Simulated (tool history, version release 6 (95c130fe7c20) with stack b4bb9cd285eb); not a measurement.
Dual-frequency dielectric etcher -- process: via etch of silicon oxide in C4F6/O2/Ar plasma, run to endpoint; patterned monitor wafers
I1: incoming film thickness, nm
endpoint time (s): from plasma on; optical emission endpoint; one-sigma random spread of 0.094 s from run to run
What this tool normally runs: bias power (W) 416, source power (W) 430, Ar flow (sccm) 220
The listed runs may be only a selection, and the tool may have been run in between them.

{"run": 1, "hour": 0.0, "bias power (W)": 416, "source power (W)": 430, "Ar flow (sccm)": 220, "I1": 131.9, "endpoint time (s)": 29.9}
{"run": 2, "hour": 47.9, "bias power (W)": 416, "source power (W)": 430, "Ar flow (sccm)": 220, "I1": 130.4, "endpoint time (s)": 29.5}
{"run": 3, "hour": 114.7, "bias power (W)": 416, "source power (W)": 430, "Ar flow (sccm)": 220, "I1": 131.5, "endpoint time (s)": 29.9}
{"run": 4, "hour": 219.0, "bias power (W)": 416, "source power (W)": 430, "Ar flow (sccm)": 220, "I1": 131.2, "endpoint time (s)": 30.1}
{"run": 5, "hour": 285.5, "bias power (W)": 416, "source power (W)": 430, "Ar flow (sccm)": 220, "I1": 129.6, "endpoint time (s)": 30}
{"hour": 318.0, "done": "wet clean of the chamber"}
{"run": 6, "hour": 346.5, "bias power (W)": 416, "source power (W)": 430, "Ar flow (sccm)": 220, "I1": 131.5, "endpoint time (s)": 29.4}
{"hour": 438.3, "done": "bias power generator calibrated"}
{"run": 7, "hour": 438.8, "bias power (W)": 416, "source power (W)": 430, "Ar flow (sccm)": 220, "I1": 131.1, "endpoint time (s)": 29.4}
{"hour": 473.1, "done": "Ar flow controller replaced"}
{"run": 8, "hour": 488.0, "bias power (W)": 416, "source power (W)": 430, "Ar flow (sccm)": 220, "I1": 131.3, "endpoint time (s)": 29.6}
{"run": 9, "hour": 546.4, "bias power (W)": 416, "source power (W)": 430, "Ar flow (sccm)": 220, "I1": 132.5, "endpoint time (s)": 29.8}
{"run": 10, "hour": 642.6, "bias power (W)": 495, "source power (W)": 390, "Ar flow (sccm)": 220, "I1": 132.7, "endpoint time (s)": 29.2}
{"run": 11, "hour": 679.9, "bias power (W)": 378, "source power (W)": 430, "Ar flow (sccm)": 220, "I1": 130.7, "endpoint time (s)": 30.5}
{"hour": 800.3, "done": "upper electrode replaced"}
{"run": 12, "hour": 800.8, "bias power (W)": 365, "source power (W)": 340, "Ar flow (sccm)": 190, "I1": 132.6, "endpoint time (s)": 33.6}
{"hour": 822.6, "done": "source power generator calibrated"}
{"run": 13, "hour": 856.4, "bias power (W)": 416, "source power (W)": 430, "Ar flow (sccm)": 220, "I1": 130.6, "endpoint time (s)": 30.1}
{"hour": 940.6, "done": "wet clean of the chamber"}
{"run": 14, "hour": 943.6, "bias power (W)": 449, "source power (W)": 360, "Ar flow (sccm)": 261, "I1": 133, "endpoint time (s)": 31.2}
{"run": 15, "hour": 1002.7, "bias power (W)": 416, "source power (W)": 430, "Ar flow (sccm)": 220, "I1": 131.6, "endpoint time (s)": 29.3}
{"run": 16, "hour": 1100.7, "bias power (W)": 451, "source power (W)": 490, "Ar flow (sccm)": 258, "I1": 132.1, "endpoint time (s)": 28.2}

Forecast run 17:
{"run": 17, "hour": 1202.3, "bias power (W)": 449, "source power (W)": 360, "Ar flow (sccm)": 261, "I1": 131.2, "endpoint time (s)": "?"}

endpoint time (s): 31.3
Without the tool's hidden state the same run would have given endpoint time (s) 30.8.
